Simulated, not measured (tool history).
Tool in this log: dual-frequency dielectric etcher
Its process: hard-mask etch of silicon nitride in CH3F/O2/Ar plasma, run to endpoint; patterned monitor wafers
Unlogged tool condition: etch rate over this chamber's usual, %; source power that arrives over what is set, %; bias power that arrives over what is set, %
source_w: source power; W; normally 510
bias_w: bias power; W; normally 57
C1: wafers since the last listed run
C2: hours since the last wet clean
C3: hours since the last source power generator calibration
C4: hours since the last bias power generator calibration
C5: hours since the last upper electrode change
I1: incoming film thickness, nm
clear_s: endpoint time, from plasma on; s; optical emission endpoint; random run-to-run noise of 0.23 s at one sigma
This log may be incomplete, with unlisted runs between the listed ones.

Run 1, hour 0.0: usual settings; C1 0; C2 357.8; C3 3146.1; C4 3567.9; C5 933.4; I1 40.01. Result: clear_s 60.9 s.
Run 2, hour 50.6: usual settings; C1 337; C2 408.4; C3 3196.7; C4 3618.5; C5 984.0; I1 39.18. Result: clear_s 59.6 s.
Run 3, hour 90.8: usual settings but source_w 420 W; C1 268; C2 448.6; C3 3236.9; C4 3658.7; C5 1024.2; I1 39.73. Result: clear_s 64.8 s.
Run 4, hour 172.2: usual settings; C1 543; C2 530.0; C3 3318.3; C4 3740.1; C5 1105.6; I1 39.68. Result: clear_s 60.1 s.
At hour 225.6: wet clean of the chamber.
Run 5, hour 232.1: usual settings; C1 239; C2 6.5; C3 3378.2; C4 3800.0; C5 1165.5; I1 39.60. Result: clear_s 60.2 s.
Run 6, hour 303.6: usual settings but source_w 440 W; C1 477; C2 78.0; C3 3449.7; C4 3871.5; C5 1237.0; I1 40.05. Result: clear_s 64.0 s.
Run 7, hour 368.4: usual settings but source_w 440 W; C1 432; C2 142.8; C3 3514.5; C4 3936.3; C5 1301.8; I1 39.84. Result: clear_s 63.6 s.
Run 8, hour 413.0: usual settings but source_w 440 W; C1 297; C2 187.4; C3 3559.1; C4 3980.9; C5 1346.4; I1 39.44. Result: clear_s 63.1 s.
Run 9, hour 470.5: usual settings; C1 383; C2 244.9; C3 3616.6; C4 4038.4; C5 1403.9; I1 39.58. Result: clear_s 60.2 s.
Run 10, hour 627.2: usual settings; C1 1045; C2 401.6; C3 3773.3; C4 4195.1; C5 1560.6; I1 39.98. Result: clear_s 60.4 s.
Run 11, hour 699.3: usual settings; C1 481; C2 473.7; C3 3845.4; C4 4267.2; C5 1632.7; I1 39.82. Result: clear_s 60.7 s.
Run 12, hour 743.5: usual settings; C1 295; C2 517.9; C3 3889.6; C4 4311.4; C5 1676.9; I1 39.63. Result: clear_s 60.1 s.
Run 13, hour 813.7: usual settings but bias_w 65 W; C1 468; C2 588.1; C3 3959.8; C4 4381.6; C5 1747.1; I1 39.78. Result: clear_s 58.5 s.
At hour 865.4: wet clean of the chamber.
Run 14, hour 917.4: usual settings; C1 531; C2 52.0; C3 4063.5; C4 4485.3; C5 1850.8; I1 39.71. Result: clear_s 60.7 s.
Run 15, hour 973.4: usual settings but source_w 420 W, bias_w 43 W; C1 373; C2 108.0; C3 4119.5; C4 4541.3; C5 1906.8; I1 39.69. Result: clear_s 68.4 s.
Run 16, hour 1047.2: usual settings but source_w 610 W, bias_w 61 W; C1 492; C2 181.8; C3 4193.3; C4 4615.1; C5 1980.6; I1 39.73. Result: clear_s 55.7 s.
At hour 1118.1: bias power generator calibrated.
Run 17, hour 1118.6: usual settings but source_w 570 W, bias_w 44 W; C1 449; C2 253.2; C3 4264.7; C4 0.5; C5 2052.0; I1 40.00. Result: clear_s 62.3 s.
Run 18, hour 1176.9: usual settings but source_w 580 W, bias_w 51 W; C1 389; C2 311.5; C3 4323.0; C4 58.8; C5 2110.3; I1 39.84. Result: clear_s 59.9 s.
Run 19, hour 1224.4: usual settings but source_w 570 W, bias_w 65 W; C1 317; C2 359.0; C3 4370.5; C4 106.3; C5 2157.8; I1 39.75. Result: clear_s 56.5 s.
At hour 1266.8: source power generator calibrated.
Run 20, hour 1304.5: usual settings but bias_w 70 W; C1 507; C2 439.1; C3 37.7; C4 186.4; C5 2237.9; I1 39.82. Result: clear_s 57.4 s.
Run 21, hour 1382.7: usual settings but bias_w 68 W; C1 521; C2 517.3; C3 115.9; C4 264.6; C5 2316.1; I1 39.85. Result: clear_s 58.0 s.
Run 22, hour 1484.9: usual settings; C1 682; C2 619.5; C3 218.1; C4 366.8; C5 2418.3; I1 39.58. Result: clear_s 60.5 s.
Run 23, hour 1540.5: usual settings but source_w 560 W; C1 371; C2 675.1; C3 273.7; C4 422.4; C5 2473.9; I1 39.63. Result: clear_s 58.3 s.
At hour 1568.2: wet clean of the chamber.
At hour 1580.2: upper electrode replaced.
Run 24, hour 1626.8: usual settings but source_w 560 W, bias_w 52 W; C1 335; C2 58.6; C3 360.0; C4 508.7; C5 46.6; I1 39.66. Result: clear_s 59.8 s.
Run 25, hour 1731.8: usual settings but source_w 420 W, bias_w 70 W; C1 700; C2 163.6; C3 465.0; C4 613.7; C5 151.6; I1 39.65. Result: clear_s 61.2 s.
Run 26, hour 1770.7: usual settings; C1 259; C2 202.5; C3 503.9; C4 652.6; C5 190.5; I1 39.89. Result: clear_s 60.1 s.
Run 27, hour 1861.5: usual settings but source_w 380 W; C1 606; C2 293.3; C3 594.7; C4 743.4; C5 281.3; I1 39.55. Result: clear_s 66.0 s.
Run 28, hour 1909.1: usual settings; C1 317; C2 340.9; C3 642.3; C4 791.0; C5 328.9; I1 39.54. Result: clear_s 60.1 s.
Run 29, hour 1977.7: usual settings but source_w 410 W, bias_w 49 W; C1 457; C2 409.5; C3 710.9; C4 859.6; C5 397.5; I1 39.87. Result: clear_s 67.5 s.
Run 30, hour 2056.8: usual settings but source_w 630 W, bias_w 52 W; C1 527; C2 488.6; C3 790.0; C4 938.7; C5 476.6; I1 39.57. Result: clear_s 57.3 s.
At hour 2127.5: wet clean of the chamber.
Run 31, hour 2149.1: usual settings but source_w 380 W, bias_w 67 W; C1 455; C2 21.6; C3 882.3; C4 1031.0; C5 568.9; I1 39.96. Result: clear_s 63.8 s.

Run 32 has not been measured yet. What should we expect?
Run 32, hour 2195.6: usual settings but source_w 610 W, bias_w 65 W; C1 310; C2 68.1; C3 928.8; C4 1077.5; C5 615.4; I1 39.53. Result: clear_s ?.

Logged for run 32: clear_s 54.5 s.
With no hidden state in the tool, this same run would have given clear_s 54.5 s.
